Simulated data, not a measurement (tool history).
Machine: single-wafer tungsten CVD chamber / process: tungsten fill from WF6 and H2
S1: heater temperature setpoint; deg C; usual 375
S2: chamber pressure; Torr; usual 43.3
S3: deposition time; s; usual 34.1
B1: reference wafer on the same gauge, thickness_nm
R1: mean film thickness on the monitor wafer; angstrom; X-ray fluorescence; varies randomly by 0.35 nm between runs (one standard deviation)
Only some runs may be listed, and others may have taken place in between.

run,hour,S1,S2,S3,B1,R1
1,0.0,375,43.3,34.1,74.747,715.90
2,97.3,375,43.3,34.1,74.725,715.42
# hour 149.6: thermocouple changed; heater temperature recalibrated
3,180.3,375,43.3,34.1,74.709,711.95
4,287.4,375,43.3,34.1,74.682,716.02
5,354.9,375,50.8,34.1,74.699,755.23
6,462.5,384,43.3,34.1,74.724,853.35
7,556.2,375,43.3,30.7,74.689,645.05
8,610.2,375,43.3,30.7,74.693,647.14
# hour 649.1: capacitance manometer re-zeroed and calibrated
9,659.2,375,43.3,34.1,74.620,711.56
10,754.6,375,43.3,34.1,74.664,719.38
11,815.1,375,43.3,34.1,74.654,717.68
12,899.1,375,43.3,34.1,74.725,717.11
13,976.5,375,43.3,34.1,74.749,716.73
# hour 1001.4: gauge calibrated
14,1069.0,370,43.3,34.1,74.682,646.59
15,1119.5,375,49.5,38.7,74.726,855.27
16,1214.8,375,33.3,34.1,74.738,652.47
17,1311.7,386,48.8,31.8,74.786,852.75
18,1376.2,375,43.3,38.6,74.670,808.42
# hour 1473.0: showerhead replaced
19,1473.5,384,40.2,28.0,74.807,678.84
20,1536.4,375,43.3,34.1,74.660,718.05
# hour 1555.1: thermocouple changed; heater temperature recalibrated
21,1642.7,365,43.3,29.9,74.720,510.21
22,1689.8,375,43.3,34.1,74.661,712.34
23,1795.0,363,46.0,34.1,74.689,569.56
24,1898.6,375,43.3,34.1,74.676,712.61
25,1955.2,375,43.3,34.1,74.760,711.73
26,2061.8,375,35.0,34.1,74.710,667.14
27,2131.5,375,43.3,27.7,74.651,583.90
28,2181.3,367,43.3,38.8,74.762,687.82
29,2288.1,375,43.3,34.1,74.694,717.89
30,2565.8,375,43.3,31.3,74.682,657.97
31,2629.1,375,52.2,34.1,74.696,763.65
32,2670.9,381,43.3,34.1,74.685,810.02
33,2755.8,368,51.5,30.5,74.769,589.01
34,2850.6,365,36.9,29.0,74.726,464.21

Consider 4 possible next runs. They are alternatives, not a sequence: every one starts from the tool as it was left by run 34. What does each give?
A,2851.0,375,43.3,34.1,?,?
B,2851.0,375,34.8,29.0,?,?
C,2851.0,375,46.5,37.2,?,?
D,2851.0,367,43.3,31.2,?,?

run,B1,R1
A,74.766,711.50
B,74.766,561.70
C,74.766,795.72
D,74.766,552.10
Without the tool's unlogged condition, the same runs would have read:
run,R1
A,711.50
B,561.70
C,795.72
D,552.10
